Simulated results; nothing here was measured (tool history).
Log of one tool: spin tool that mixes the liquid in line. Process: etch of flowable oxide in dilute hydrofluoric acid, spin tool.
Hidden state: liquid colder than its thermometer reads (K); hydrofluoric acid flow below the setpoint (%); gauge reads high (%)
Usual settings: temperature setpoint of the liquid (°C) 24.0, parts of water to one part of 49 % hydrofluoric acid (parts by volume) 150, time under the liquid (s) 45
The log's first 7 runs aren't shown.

run,hour,temperature setpoint of the liquid (°C),parts of water to one part of 49 % hydrofluoric acid (parts by volume),time under the liquid (s),wafers since the last listed run,hours since the thermometer was replaced,hours since the hydrofluoric acid flow meter was replaced,hours since the gauge calibration,"read-back film thickness of the flowable oxide reference wafer, read on the same gauge (nm)",thickness taken off the flowable oxide on a monitor wafer (Å)
8,491.2,24.0,150,40,779,557.0,264.0,941.0,100.02,85.2
9,558.1,24.0,150,40,1060,623.9,330.9,1007.9,100.01,84.3
10,608.3,24.0,150,40,795,674.1,381.1,1058.1,99.98,84.8
# hour 630.8: hydrofluoric acid flow meter replaced, repeated, since the last time left the tool worse
11,647.7,24.0,150,45,608,713.5,16.9,1097.5,99.98,114.0
12,746.1,24.0,120,45,1559,811.9,115.3,1195.9,100.01,144.0
# hour 839.3: thermometer replaced
# hour 897.5: gauge calibrated
13,910.8,24.0,120,45,2594,71.5,280.0,13.3,100.01,141.5
14,951.8,24.0,120,45,649,112.5,321.0,54.3,100.02,142.2
15,1000.1,25.0,150,35,765,160.8,369.3,102.6,99.98,88.6
16,1062.6,22.0,95,45,990,223.3,431.8,165.1,99.98,168.5
17,1162.6,25.5,175,45,1584,323.3,531.8,265.1,99.99,93.7
18,1232.9,26.5,150,45,1114,393.6,602.1,335.4,99.97,116.3
19,1273.5,24.0,150,30,643,434.2,642.7,376.0,100.01,70.8
20,1342.3,24.0,205,70,1090,503.0,711.5,444.8,100.00,110.7
21,1411.0,24.0,150,45,1088,571.7,780.2,513.5,99.98,105.4
22,1509.7,24.0,150,30,1564,670.4,878.9,612.2,100.01,69.3
# hour 1510.8: hydrofluoric acid flow meter replaced
23,1560.2,24.0,150,45,784,720.9,49.4,662.7,100.02,111.8
24,1628.9,19.5,80,60,1088,789.6,118.1,731.4,99.97,254.4
25,1705.3,24.0,195,45,1210,866.0,194.5,807.8,100.02,81.5
26,1768.9,24.0,150,65,1007,929.6,258.1,871.4,100.02,158.9
# hour 1814.6: thermometer replaced
27,1870.5,22.0,175,55,1594,55.9,359.7,973.0,100.01,103.0
28,1923.0,27.0,90,55,831,108.4,412.2,1025.5,99.98,269.1
29,1970.3,19.0,200,45,749,155.7,459.5,1072.8,100.02,63.8
30,2038.2,21.0,195,35,1075,223.6,527.4,1140.7,100.03,54.4
31,2138.3,24.0,150,45,1586,323.7,627.5,1240.8,100.03,106.1
32,2235.2,19.5,80,60,1535,420.6,724.4,1337.7,100.03,237.3

5 ways to go on from here, each from the tool as it stands after run 32. What would each give?
A,2235.6,20.5,150,45,6,421.0,724.8,1338.1,?,?
B,2235.6,25.5,95,30,6,421.0,724.8,1338.1,?,?
C,2235.6,28.5,130,45,6,421.0,724.8,1338.1,?,?
D,2235.6,24.0,115,45,6,421.0,724.8,1338.1,?,?
E,2235.6,20.5,180,70,6,421.0,724.8,1338.1,?,?

run,"read-back film thickness of the flowable oxide reference wafer, read on the same gauge (nm)",thickness taken off the flowable oxide on a monitor wafer (Å)
A,100.01,91.8
B,100.01,125.7
C,100.01,147.2
D,100.01,143.1
E,100.01,115.1
Without the tool's hidden state the same runs would have given:
run,thickness taken off the flowable oxide on a monitor wafer (Å)
A,99.1
B,135.4
C,159.1
D,154.4
E,124.6
